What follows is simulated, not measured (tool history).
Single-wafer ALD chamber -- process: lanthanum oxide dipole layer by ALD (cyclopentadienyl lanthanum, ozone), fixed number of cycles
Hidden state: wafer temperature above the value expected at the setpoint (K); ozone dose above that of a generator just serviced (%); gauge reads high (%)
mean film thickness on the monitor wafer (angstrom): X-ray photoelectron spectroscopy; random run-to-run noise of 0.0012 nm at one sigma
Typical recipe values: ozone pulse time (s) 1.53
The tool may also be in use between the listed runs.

| run | hour | ozone pulse time (s) | wafers since the last listed run | hours since the last thermocouple change | hours since the last ozone generator service | hours since the showerhead was replaced | hours since the gauge calibration | read-back reference wafer on the same gauge, thickness_nm | mean film thickness on the monitor wafer (angstrom) |
|---|---|---|---|---|---|---|---|---|---|
| 1 | 0.0 | 1.34 | 0 | 595.1 | 1217.6 | 6385.2 | 651.1 | 0.704 | 5.81 |
| 2 | 28.4 | 1.31 | 744 | 623.5 | 1246.0 | 6413.6 | 679.5 | 0.704 | 5.80 |
| 3 | 179.6 | 1.95 | 3961 | 774.7 | 1397.2 | 6564.8 | 830.7 | 0.704 | 5.99 |
| 4 | 243.5 | 1.95 | 1674 | 838.6 | 1461.1 | 6628.7 | 894.6 | 0.704 | 6.00 |
| 5 | 302.5 | 1.53 | 1545 | 897.6 | 1520.1 | 6687.7 | 953.6 | 0.704 | 5.89 |
| 6 | 334.3 | 1.66 | 833 | 929.4 | 1551.9 | 6719.5 | 985.4 | 0.704 | 5.94 |
| 7 | 381.5 | 1.53 | 1236 | 976.6 | 1599.1 | 6766.7 | 1032.6 | 0.704 | 5.89 |
|  | 429.3 | showerhead replaced |
|  | 438.1 | ozone generator serviced |
| 8 | 452.9 | 1.53 | 1451 | 1048.0 | 14.8 | 23.6 | 1104.0 | 0.704 | 5.90 |
| 9 | 484.4 | 1.53 | 825 | 1079.5 | 46.3 | 55.1 | 1135.5 | 0.704 | 5.90 |
| 10 | 509.7 | 1.21 | 662 | 1104.8 | 71.6 | 80.4 | 1160.8 | 0.704 | 5.76 |
| 11 | 564.8 | 1.53 | 1443 | 1159.9 | 126.7 | 135.5 | 1215.9 | 0.704 | 5.88 |
| 12 | 607.3 | 1.53 | 1113 | 1202.4 | 169.2 | 178.0 | 1258.4 | 0.704 | 5.87 |
|  | 609.4 | gauge calibrated |
| 13 | 657.5 | 1.53 | 1315 | 1252.6 | 219.4 | 228.2 | 48.1 | 0.704 | 5.93 |
| 14 | 720.4 | 1.35 | 1647 | 1315.5 | 282.3 | 291.1 | 111.0 | 0.704 | 5.82 |
|  | 731.4 | thermocouple changed; heater temperature recalibrated |
| 15 | 769.1 | 1.75 | 1066 | 37.7 | 331.0 | 339.8 | 159.7 | 0.704 | 5.96 |
| 16 | 809.0 | 1.93 | 1045 | 77.6 | 370.9 | 379.7 | 199.6 | 0.704 | 6.00 |
| 17 | 834.3 | 1.53 | 662 | 102.9 | 396.2 | 405.0 | 224.9 | 0.704 | 5.90 |
| 18 | 864.4 | 1.14 | 788 | 133.0 | 426.3 | 435.1 | 255.0 | 0.704 | 5.72 |
| 19 | 935.8 | 0.93 | 1870 | 204.4 | 497.7 | 506.5 | 326.4 | 0.704 | 5.60 |
| 20 | 994.9 | 1.73 | 1548 | 263.5 | 556.8 | 565.6 | 385.5 | 0.704 | 5.96 |
| 21 | 1033.2 | 2.14 | 1003 | 301.8 | 595.1 | 603.9 | 423.8 | 0.704 | 6.04 |
| 22 | 1080.2 | 1.86 | 1231 | 348.8 | 642.1 | 650.9 | 470.8 | 0.704 | 5.97 |
| 23 | 1120.3 | 1.25 | 1050 | 388.9 | 682.2 | 691.0 | 510.9 | 0.704 | 5.78 |
| 24 | 1146.8 | 1.53 | 694 | 415.4 | 708.7 | 717.5 | 537.4 | 0.704 | 5.90 |
| 25 | 1180.3 | 1.53 | 877 | 448.9 | 742.2 | 751.0 | 570.9 | 0.704 | 5.89 |
| 26 | 1220.6 | 1.53 | 1055 | 489.2 | 782.5 | 791.3 | 611.2 | 0.704 | 5.89 |

Each row is a separate what-if for the run after 26, all from the same tool condition, not one after another. Results?
| A | 1221.0 | 1.00 | 10 | 489.6 | 782.9 | 791.7 | 611.6 | ? | ? |
| B | 1221.0 | 1.17 | 10 | 489.6 | 782.9 | 791.7 | 611.6 | ? | ? |
| C | 1221.0 | 1.07 | 10 | 489.6 | 782.9 | 791.7 | 611.6 | ? | ? |
| D | 1221.0 | 2.08 | 10 | 489.6 | 782.9 | 791.7 | 611.6 | ? | ? |
| E | 1221.0 | 1.71 | 10 | 489.6 | 782.9 | 791.7 | 611.6 | ? | ? |

| run | read-back reference wafer on the same gauge, thickness_nm | mean film thickness on the monitor wafer (angstrom) |
|---|---|---|
| A | 0.704 | 5.66 |
| B | 0.704 | 5.76 |
| C | 0.704 | 5.70 |
| D | 0.704 | 6.04 |
| E | 0.704 | 5.96 |
With the hidden condition removed and each run's random variation left untouched, the same runs would have given:
| run | mean film thickness on the monitor wafer (angstrom) |
|---|---|
| A | 5.66 |
| B | 5.76 |
| C | 5.70 |
| D | 6.04 |
| E | 5.96 |

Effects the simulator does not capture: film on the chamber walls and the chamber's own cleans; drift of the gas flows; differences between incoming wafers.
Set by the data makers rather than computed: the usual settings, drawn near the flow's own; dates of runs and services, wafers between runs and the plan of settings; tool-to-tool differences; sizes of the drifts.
